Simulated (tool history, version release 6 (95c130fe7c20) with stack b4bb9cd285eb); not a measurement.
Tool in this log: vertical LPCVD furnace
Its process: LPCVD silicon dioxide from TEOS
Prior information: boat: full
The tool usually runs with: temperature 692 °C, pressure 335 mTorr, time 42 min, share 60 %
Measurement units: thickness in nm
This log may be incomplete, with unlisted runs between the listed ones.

run	hour	temperature	pressure	time	share	read-back reference wafer on the same gauge, thickness	thickness
1	0	692	335	42	60	217.29	259.41
2	26.7	692	335	42	60	217.04	259.85
3	69.7	692	335	42	60	216.88	259.52
4	139.2	687	335	42	60	216.83	230.44
5	203.7	692	335	47.5	60	217.21	293.46
# hour 256.6: TEOS flow controller replaced
# hour 269.3: thermocouples replaced and temperature profile calibrated
6	269.8	692	335	47.5	60	216.77	278.6
7	323.2	692	335	47.5	60	216.69	281.18
# hour 345.3: gauge calibrated
8	363.9	682	335	35	49	217.05	147.38
9	432.4	692	335	51.5	60	216.78	306.74
10	476.2	681	405	42	53	216.89	198.72
# hour 534.1: pressure gauge zeroed
11	534.6	692	335	42	60	217.03	251.39
12	580.6	692	335	42	60	216.73	251.09
13	618.3	701	335	56.5	60	217.25	418.73
14	669.4	699	335	58	60	216.56	411.37

4 options for the next run, each taken on its own from the tool as it stands now. Forecast them:
A	673.7	692	390	42	60	?	?
B	673.7	687	335	57.5	64	?	?
C	673.7	692	335	42	51	?	?
D	673.7	702	335	42	60	?	?

run	read-back reference wafer on the same gauge, thickness	thickness
A	216.66	271.26
B	216.66	315.72
C	216.66	231.78
D	216.66	317.53
Stripped of hidden state, with their random variation kept, the same runs would have yielded:
run	thickness
A	264.39
B	307.64
C	225.91
D	309.66
